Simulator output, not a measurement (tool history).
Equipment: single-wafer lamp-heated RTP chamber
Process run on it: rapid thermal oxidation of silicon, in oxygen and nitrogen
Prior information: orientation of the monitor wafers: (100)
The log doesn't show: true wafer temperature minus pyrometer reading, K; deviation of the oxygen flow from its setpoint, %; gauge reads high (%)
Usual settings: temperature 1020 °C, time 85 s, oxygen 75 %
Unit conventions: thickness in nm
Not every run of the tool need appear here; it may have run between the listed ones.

| run | day | temperature | time | oxygen | wafers since the last listed run | wafers since the last pyrometer calibration | hours since the oxygen flow controller was replaced | hours since the gauge calibration | read-back reference wafer on the same gauge, thickness | thickness |
|---|---|---|---|---|---|---|---|---|---|---|
| 1 | 0.000 | 1020 | 85 | 75 | 0 | 1011 | 4203.1 | 2042.7 | 8.049 | 7.325 |
|  | 1.642 | gauge calibrated |
| 2 | 3.946 | 1020 | 85 | 75 | 1340 | 2351 | 4297.8 | 55.3 | 8.031 | 7.320 |
| 3 | 7.962 | 1020 | 85 | 75 | 1364 | 3716 | 4394.2 | 151.7 | 8.056 | 7.292 |
| 4 | 10.808 | 1007 | 85 | 75 | 966 | 4683 | 4462.5 | 220.0 | 8.026 | 6.649 |
| 5 | 12.438 | 1007 | 85 | 75 | 553 | 5237 | 4501.6 | 259.1 | 8.019 | 6.661 |
| 6 | 14.533 | 1007 | 85 | 75 | 712 | 5949 | 4551.9 | 309.4 | 8.031 | 6.621 |
| 7 | 23.988 | 1020 | 85 | 75 | 3212 | 9161 | 4778.8 | 536.3 | 8.040 | 7.249 |
| 8 | 27.446 | 1020 | 85 | 75 | 1175 | 10336 | 4861.8 | 619.3 | 8.034 | 7.297 |
|  | 28.321 | pyrometer window cleaned and pyrometer calibrated |
| 9 | 31.121 | 1020 | 85 | 75 | 1135 | 952 | 4950.0 | 707.5 | 8.050 | 7.351 |
| 10 | 33.975 | 1020 | 85 | 75 | 969 | 1921 | 5018.5 | 776.0 | 8.037 | 7.294 |
| 11 | 37.950 | 1020 | 85 | 75 | 1350 | 3272 | 5113.9 | 871.4 | 8.046 | 7.348 |
| 12 | 41.388 | 1020 | 85 | 75 | 1167 | 4440 | 5196.4 | 953.9 | 8.034 | 7.332 |
| 13 | 42.929 | 1020 | 85 | 75 | 523 | 4964 | 5233.4 | 990.9 | 8.047 | 7.275 |
| 14 | 46.158 | 1020 | 85 | 75 | 1097 | 6061 | 5310.9 | 1068.4 | 8.042 | 7.312 |
|  | 54.629 | oxygen flow controller replaced |
|  | 58.558 | pyrometer window cleaned and pyrometer calibrated |
| 15 | 58.579 | 1020 | 100 | 75 | 3993 | 7 | 94.8 | 1366.5 | 8.050 | 7.961 |
| 16 | 62.738 | 1020 | 100 | 75 | 1412 | 1420 | 194.6 | 1466.3 | 8.039 | 7.797 |
| 17 | 66.571 | 1020 | 100 | 75 | 1302 | 2722 | 286.6 | 1558.3 | 8.038 | 7.855 |
| 18 | 70.729 | 1020 | 85 | 75 | 1412 | 4135 | 386.4 | 1658.1 | 8.047 | 7.240 |
| 19 | 73.396 | 1010 | 111 | 75 | 906 | 5041 | 450.4 | 1722.1 | 8.042 | 7.641 |
| 20 | 76.325 | 994 | 44 | 65 | 995 | 6036 | 520.7 | 1792.4 | 8.019 | 4.343 |
| 21 | 79.296 | 1011 | 70 | 47 | 1009 | 7046 | 592.0 | 1863.7 | 8.026 | 5.339 |
| 22 | 83.200 | 1038 | 85 | 51 | 1326 | 8372 | 685.7 | 1957.4 | 8.050 | 7.254 |
| 23 | 86.733 | 1012 | 57 | 98 | 1200 | 9573 | 770.5 | 2042.2 | 8.040 | 6.386 |
|  | 88.588 | pyrometer window cleaned and pyrometer calibrated |
| 24 | 90.900 | 1020 | 85 | 75 | 1302 | 785 | 870.5 | 2142.2 | 8.057 | 7.309 |
|  | 90.938 | gauge calibrated |
| 25 | 92.879 | 1020 | 55 | 98 | 672 | 1458 | 918.0 | 46.6 | 8.047 | 6.564 |
| 26 | 96.904 | 997 | 85 | 51 | 1367 | 2825 | 1014.6 | 143.2 | 8.018 | 5.414 |
| 27 | 100.604 | 1002 | 51 | 88 | 1257 | 4083 | 1103.4 | 232.0 | 8.039 | 5.435 |
| 28 | 104.021 | 1049 | 108 | 75 | 1160 | 5243 | 1185.4 | 314.0 | 8.052 | 10.026 |
| 29 | 107.538 | 1041 | 85 | 75 | 1194 | 6438 | 1269.8 | 398.4 | 8.051 | 8.571 |

Estimate the outcome of run 30 from the log above:
| 30 | 110.221 | 1020 | 85 | 50 | 911 | 7350 | 1334.2 | 462.8 | ? | ? |

Logged for run 30: read-back reference wafer on the same gauge, thickness 8.045, thickness 6.365 nm.
Minus the tool's unlogged condition, the same run would have read thickness 6.365 nm.
